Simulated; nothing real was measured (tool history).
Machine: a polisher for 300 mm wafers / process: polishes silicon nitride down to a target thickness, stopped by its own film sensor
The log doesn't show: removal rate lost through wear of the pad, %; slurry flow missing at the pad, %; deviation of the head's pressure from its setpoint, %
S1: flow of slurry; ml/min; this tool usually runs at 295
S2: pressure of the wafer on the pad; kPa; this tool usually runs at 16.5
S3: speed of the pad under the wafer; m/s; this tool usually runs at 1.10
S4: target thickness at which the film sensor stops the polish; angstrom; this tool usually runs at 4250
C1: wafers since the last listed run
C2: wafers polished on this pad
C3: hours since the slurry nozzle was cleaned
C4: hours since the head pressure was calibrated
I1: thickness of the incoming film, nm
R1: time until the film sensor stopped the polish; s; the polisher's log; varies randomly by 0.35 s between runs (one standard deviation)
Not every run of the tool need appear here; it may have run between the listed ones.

{"run": 1, "hour": 0.0, "S1": 295, "S2": 15.2, "S3": 1.1, "S4": 4250, "C1": 0, "C2": 381, "C3": 832.5, "C4": 1198.4, "I1": 520.2, "R1": 85.1}
{"run": 2, "hour": 14.2, "S1": 295, "S2": 15.2, "S3": 1.1, "S4": 4250, "C1": 121, "C2": 503, "C3": 846.7, "C4": 1212.6, "I1": 520.4, "R1": 86.7}
{"run": 3, "hour": 25.7, "S1": 295, "S2": 16.5, "S3": 1.1, "S4": 4250, "C1": 98, "C2": 602, "C3": 858.2, "C4": 1224.1, "I1": 523.2, "R1": 81.7}
{"run": 4, "hour": 38.7, "S1": 295, "S2": 16.5, "S3": 1.1, "S4": 4250, "C1": 111, "C2": 714, "C3": 871.2, "C4": 1237.1, "I1": 517.8, "R1": 77.0}
{"run": 5, "hour": 55.5, "S1": 295, "S2": 16.5, "S3": 1.1, "S4": 4250, "C1": 144, "C2": 858, "C3": 888.0, "C4": 1253.9, "I1": 518.0, "R1": 77.8}
{"run": 6, "hour": 62.0, "S1": 295, "S2": 16.5, "S3": 1.1, "S4": 4250, "C1": 55, "C2": 914, "C3": 894.5, "C4": 1260.4, "I1": 524.5, "R1": 84.1}
{"hour": 68.1, "done": "worn pad replaced by a new one"}
{"run": 7, "hour": 69.7, "S1": 295, "S2": 16.5, "S3": 1.1, "S4": 4250, "C1": 31, "C2": 13, "C3": 902.2, "C4": 1268.1, "I1": 518.6, "R1": 74.8}
{"run": 8, "hour": 84.6, "S1": 295, "S2": 16.5, "S3": 1.1, "S4": 4250, "C1": 128, "C2": 141, "C3": 917.1, "C4": 1283.0, "I1": 513.2, "R1": 72.0}
{"run": 9, "hour": 91.3, "S1": 295, "S2": 16.5, "S3": 1.1, "S4": 4250, "C1": 57, "C2": 198, "C3": 923.8, "C4": 1289.7, "I1": 522.3, "R1": 79.6}
{"run": 10, "hour": 100.5, "S1": 295, "S2": 16.5, "S3": 1.1, "S4": 4250, "C1": 79, "C2": 277, "C3": 933.0, "C4": 1298.9, "I1": 511.6, "R1": 71.7}
{"hour": 102.6, "done": "slurry nozzle cleaned"}
{"run": 11, "hour": 107.6, "S1": 295, "S2": 16.5, "S3": 1.1, "S4": 4250, "C1": 52, "C2": 330, "C3": 5.0, "C4": 1306.0, "I1": 522.3, "R1": 81.1}
{"hour": 123.6, "done": "head pressure recalibrated"}
{"run": 12, "hour": 124.5, "S1": 355, "S2": 16.5, "S3": 1.1, "S4": 4250, "C1": 128, "C2": 458, "C3": 21.9, "C4": 0.9, "I1": 515.5, "R1": 65.0}
{"run": 13, "hour": 131.7, "S1": 295, "S2": 16.5, "S3": 1.1, "S4": 4150, "C1": 61, "C2": 520, "C3": 29.1, "C4": 8.1, "I1": 530.5, "R1": 84.8}
{"run": 14, "hour": 146.2, "S1": 365, "S2": 12.4, "S3": 0.98, "S4": 4140, "C1": 124, "C2": 644, "C3": 43.6, "C4": 22.6, "I1": 515.3, "R1": 106.6}
{"run": 15, "hour": 152.5, "S1": 295, "S2": 16.5, "S3": 1.1, "S4": 4250, "C1": 54, "C2": 698, "C3": 49.9, "C4": 28.9, "I1": 529.0, "R1": 76.4}
{"hour": 165.3, "done": "worn pad replaced by a new one"}
{"run": 16, "hour": 167.9, "S1": 295, "S2": 16.5, "S3": 1.1, "S4": 4250, "C1": 97, "C2": 22, "C3": 65.3, "C4": 44.3, "I1": 517.1, "R1": 66.1}
{"run": 17, "hour": 174.7, "S1": 215, "S2": 16.5, "S3": 1.1, "S4": 4470, "C1": 58, "C2": 80, "C3": 72.1, "C4": 51.1, "I1": 525.8, "R1": 58.0}
{"run": 18, "hour": 185.1, "S1": 265, "S2": 16.5, "S3": 0.88, "S4": 4250, "C1": 89, "C2": 169, "C3": 82.5, "C4": 61.5, "I1": 517.1, "R1": 79.5}
{"run": 19, "hour": 194.4, "S1": 295, "S2": 16.5, "S3": 1.28, "S4": 4070, "C1": 79, "C2": 249, "C3": 91.8, "C4": 70.8, "I1": 515.3, "R1": 69.7}
{"run": 20, "hour": 211.3, "S1": 395, "S2": 11.0, "S3": 1.1, "S4": 4340, "C1": 145, "C2": 395, "C3": 108.7, "C4": 87.7, "I1": 520.9, "R1": 93.2}
{"run": 21, "hour": 227.1, "S1": 295, "S2": 16.5, "S3": 1.1, "S4": 4250, "C1": 135, "C2": 530, "C3": 124.5, "C4": 103.5, "I1": 511.9, "R1": 63.8}
{"run": 22, "hour": 235.7, "S1": 340, "S2": 16.5, "S3": 1.1, "S4": 4050, "C1": 73, "C2": 604, "C3": 133.1, "C4": 112.1, "I1": 531.4, "R1": 90.8}
{"run": 23, "hour": 250.2, "S1": 295, "S2": 14.5, "S3": 1.1, "S4": 4250, "C1": 124, "C2": 729, "C3": 147.6, "C4": 126.6, "I1": 522.2, "R1": 81.6}
{"run": 24, "hour": 259.8, "S1": 390, "S2": 16.5, "S3": 1.1, "S4": 4250, "C1": 82, "C2": 811, "C3": 157.2, "C4": 136.2, "I1": 518.8, "R1": 68.0}

Branching from run 24: 4 alternative next runs. What would each branch give?
{"run": "A", "hour": 260.2, "S1": 295, "S2": 12.4, "S3": 1.1, "S4": 4250, "C1": 3, "C2": 815, "C3": 157.6, "C4": 136.6, "I1": 524.6, "R1": "?"}
{"run": "B", "hour": 260.2, "S1": 375, "S2": 16.5, "S3": 1.42, "S4": 4250, "C1": 3, "C2": 815, "C3": 157.6, "C4": 136.6, "I1": 524.6, "R1": "?"}
{"run": "C", "hour": 260.2, "S1": 385, "S2": 16.5, "S3": 1.1, "S4": 4110, "C1": 3, "C2": 815, "C3": 157.6, "C4": 136.6, "I1": 524.6, "R1": "?"}
{"run": "D", "hour": 260.2, "S1": 260, "S2": 16.5, "S3": 0.94, "S4": 4250, "C1": 3, "C2": 815, "C3": 157.6, "C4": 136.6, "I1": 524.6, "R1": "?"}

run=A R1=96.9
run=B R1=58.4
run=C R1=81.3
run=D R1=83.1
What these runs would have given with no unlogged condition in the tool:
run=A R1=94.4
run=B R1=56.9
run=C R1=79.2
run=D R1=81.0
